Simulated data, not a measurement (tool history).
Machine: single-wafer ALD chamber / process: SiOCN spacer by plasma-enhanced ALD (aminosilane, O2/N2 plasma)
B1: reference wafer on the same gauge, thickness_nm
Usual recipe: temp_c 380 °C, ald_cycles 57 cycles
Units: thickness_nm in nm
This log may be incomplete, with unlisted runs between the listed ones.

Run 1, hour 0.0: usual settings; B1 3.339. Result: thickness_nm 3.336 nm.
Run 2, hour 17.9: usual settings; B1 3.339. Result: thickness_nm 3.344 nm.
Run 3, hour 24.2: usual settings; B1 3.339. Result: thickness_nm 3.340 nm.
Run 4, hour 31.6: usual settings but temp_c 375 °C; B1 3.341. Result: thickness_nm 3.325 nm.
Run 5, hour 40.2: usual settings but temp_c 391 °C; B1 3.339. Result: thickness_nm 3.340 nm.
Run 6, hour 53.7: usual settings but temp_c 387 °C; B1 3.341. Result: thickness_nm 3.352 nm.
Run 7, hour 103.0: usual settings but temp_c 387 °C; B1 3.341. Result: thickness_nm 3.349 nm.
Run 8, hour 117.5: usual settings but temp_c 376 °C; B1 3.341. Result: thickness_nm 3.337 nm.
Run 9, hour 126.8: usual settings but temp_c 376 °C; B1 3.339. Result: thickness_nm 3.349 nm.
Run 10, hour 134.7: usual settings but temp_c 372 °C, ald_cycles 51 cycles; B1 3.341. Result: thickness_nm 2.990 nm.
Run 11, hour 141.1: usual settings but temp_c 375 °C, ald_cycles 67 cycles; B1 3.340. Result: thickness_nm 3.941 nm.
Run 12, hour 157.0: usual settings but ald_cycles 49 cycles; B1 3.340. Result: thickness_nm 2.870 nm.
Run 13, hour 169.4: usual settings; B1 3.338. Result: thickness_nm 3.323 nm.
At hour 179.9: gauge calibrated.
Run 14, hour 185.2: usual settings but temp_c 387 °C, ald_cycles 67 cycles; B1 3.339. Result: thickness_nm 3.914 nm.
Run 15, hour 193.4: usual settings but ald_cycles 46 cycles; B1 3.341. Result: thickness_nm 2.707 nm.
At hour 205.8: thermocouple changed; heater temperature recalibrated.
Run 16, hour 206.3: usual settings but temp_c 368 °C, ald_cycles 63 cycles; B1 3.340. Result: thickness_nm 3.691 nm.
Run 17, hour 254.3: usual settings but temp_c 389 °C, ald_cycles 49 cycles; B1 3.341. Result: thickness_nm 2.869 nm.
Run 18, hour 271.4: usual settings; B1 3.341. Result: thickness_nm 3.342 nm.

Below are 4 alternative next runs, each starting from the tool's condition after run 18. Predict each:
Run A, hour 271.9: usual settings but ald_cycles 64 cycles; B1 ?. Result: thickness_nm ?.
Run B, hour 271.9: usual settings but temp_c 385 °C, ald_cycles 63 cycles; B1 ?. Result: thickness_nm ?.
Run C, hour 271.9: usual settings but ald_cycles 67 cycles; B1 ?. Result: thickness_nm ?.
Run D, hour 271.9: usual settings but temp_c 373 °C, ald_cycles 61 cycles; B1 ?. Result: thickness_nm ?.

run     B1  thickness_nm
  A  3.338         3.745
  B  3.338         3.687
  C  3.338         3.921
  D  3.338         3.570
Had the tool no hidden state, the same runs would have come out as:
run  thickness_nm
  A         3.745
  B         3.687
  C         3.921
  D         3.570

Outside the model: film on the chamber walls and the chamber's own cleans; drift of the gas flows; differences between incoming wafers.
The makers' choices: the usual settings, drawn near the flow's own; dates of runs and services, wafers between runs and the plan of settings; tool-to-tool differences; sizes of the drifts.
